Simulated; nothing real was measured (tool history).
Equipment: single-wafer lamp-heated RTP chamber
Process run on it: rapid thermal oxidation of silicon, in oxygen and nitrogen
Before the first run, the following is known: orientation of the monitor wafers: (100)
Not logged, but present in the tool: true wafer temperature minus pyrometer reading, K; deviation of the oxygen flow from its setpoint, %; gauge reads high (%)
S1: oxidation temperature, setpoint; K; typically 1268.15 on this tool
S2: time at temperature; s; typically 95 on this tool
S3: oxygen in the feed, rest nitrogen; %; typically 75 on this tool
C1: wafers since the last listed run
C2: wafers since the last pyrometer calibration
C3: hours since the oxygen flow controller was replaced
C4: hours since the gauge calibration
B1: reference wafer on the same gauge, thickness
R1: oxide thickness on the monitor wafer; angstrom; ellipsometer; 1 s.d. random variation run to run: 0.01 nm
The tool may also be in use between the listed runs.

Run 1, hour 0.0: usual settings but S3 86 %; C1 0; C2 3449; C3 5126.3; C4 89.9; B1 7.461. Result: R1 72.39 angstrom.
At hour 34.8: pyrometer window cleaned and pyrometer calibrated.
Run 2, hour 92.6: usual settings but S3 86 %; C1 1279; C2 873; C3 5218.9; C4 182.5; B1 7.466. Result: R1 71.56 angstrom.
Run 3, hour 161.6: usual settings but S3 86 %; C1 1043; C2 1917; C3 5287.9; C4 251.5; B1 7.454. Result: R1 71.87 angstrom.
Run 4, hour 255.7: usual settings but S2 116 s; C1 1423; C2 3340; C3 5382.0; C4 345.6; B1 7.456. Result: R1 75.21 angstrom.
At hour 289.5: pyrometer window cleaned and pyrometer calibrated.
Run 5, hour 341.4: usual settings but S2 116 s; C1 1175; C2 784; C3 5467.7; C4 431.3; B1 7.460. Result: R1 74.70 angstrom.
At hour 388.7: oxygen flow controller replaced.
Run 6, hour 410.3: usual settings but S2 116 s; C1 921; C2 1705; C3 21.6; C4 500.2; B1 7.463. Result: R1 75.16 angstrom.
At hour 493.0: pyrometer window cleaned and pyrometer calibrated.
Run 7, hour 510.5: usual settings but S2 57 s; C1 1394; C2 264; C3 121.8; C4 600.4; B1 7.460. Result: R1 54.50 angstrom.
Run 8, hour 553.4: usual settings; C1 648; C2 913; C3 164.7; C4 643.3; B1 7.463. Result: R1 68.45 angstrom.
Run 9, hour 646.0: usual settings but S1 1283.15 K, S2 126 s, S3 93 %; C1 1400; C2 2314; C3 257.3; C4 735.9; B1 7.460. Result: R1 93.99 angstrom.
At hour 690.6: pyrometer window cleaned and pyrometer calibrated.
Run 10, hour 691.1: usual settings but S1 1284.15 K, S2 123 s, S3 98 %; C1 561; C2 8; C3 302.4; C4 781.0; B1 7.461. Result: R1 95.19 angstrom.
Run 11, hour 734.0: usual settings but S2 116 s; C1 648; C2 656; C3 345.3; C4 823.9; B1 7.457. Result: R1 74.75 angstrom.
Run 12, hour 811.0: usual settings but S1 1260.15 K; C1 1164; C2 1821; C3 422.3; C4 900.9; B1 7.459. Result: R1 64.54 angstrom.
Run 13, hour 889.3: usual settings but S1 1283.15 K, S2 126 s, S3 93 %; C1 1184; C2 3005; C3 500.6; C4 979.2; B1 7.463. Result: R1 94.39 angstrom.
At hour 911.9: gauge calibrated.
At hour 923.9: pyrometer window cleaned and pyrometer calibrated.
Run 14, hour 926.8: usual settings but S1 1259.15 K; C1 446; C2 43; C3 538.1; C4 14.9; B1 7.461. Result: R1 63.77 angstrom.
Run 15, hour 1003.4: usual settings but S3 65 %; C1 1158; C2 1202; C3 614.7; C4 91.5; B1 7.459. Result: R1 65.02 angstrom.
Run 16, hour 1086.0: usual settings but S1 1294.15 K, S2 51 s; C1 1249; C2 2451; C3 697.3; C4 174.1; B1 7.463. Result: R1 63.18 angstrom.
At hour 1152.5: pyrometer window cleaned and pyrometer calibrated.
Run 17, hour 1153.0: usual settings but S2 110 s, S3 95 %; C1 892; C2 7; C3 764.3; C4 241.1; B1 7.458. Result: R1 79.25 angstrom.

Give the tool's hidden conditions for every run:
deviation of the oxygen flow from its setpoint, %: 0 on each run
gauge reads high (%): 0 on each run
H1: true wafer temperature minus pyrometer reading, K
run      H1
  1    1.55
  2   0.477
  3   0.875
  4    1.42
  5   0.482
  6    0.88
  7   0.253
  8   0.501
  9    1.04
 10   0.302
 11    0.55
 12   0.994
 13    1.45
 14  0.0587
 15   0.501
 16   0.977
 17  0.0426

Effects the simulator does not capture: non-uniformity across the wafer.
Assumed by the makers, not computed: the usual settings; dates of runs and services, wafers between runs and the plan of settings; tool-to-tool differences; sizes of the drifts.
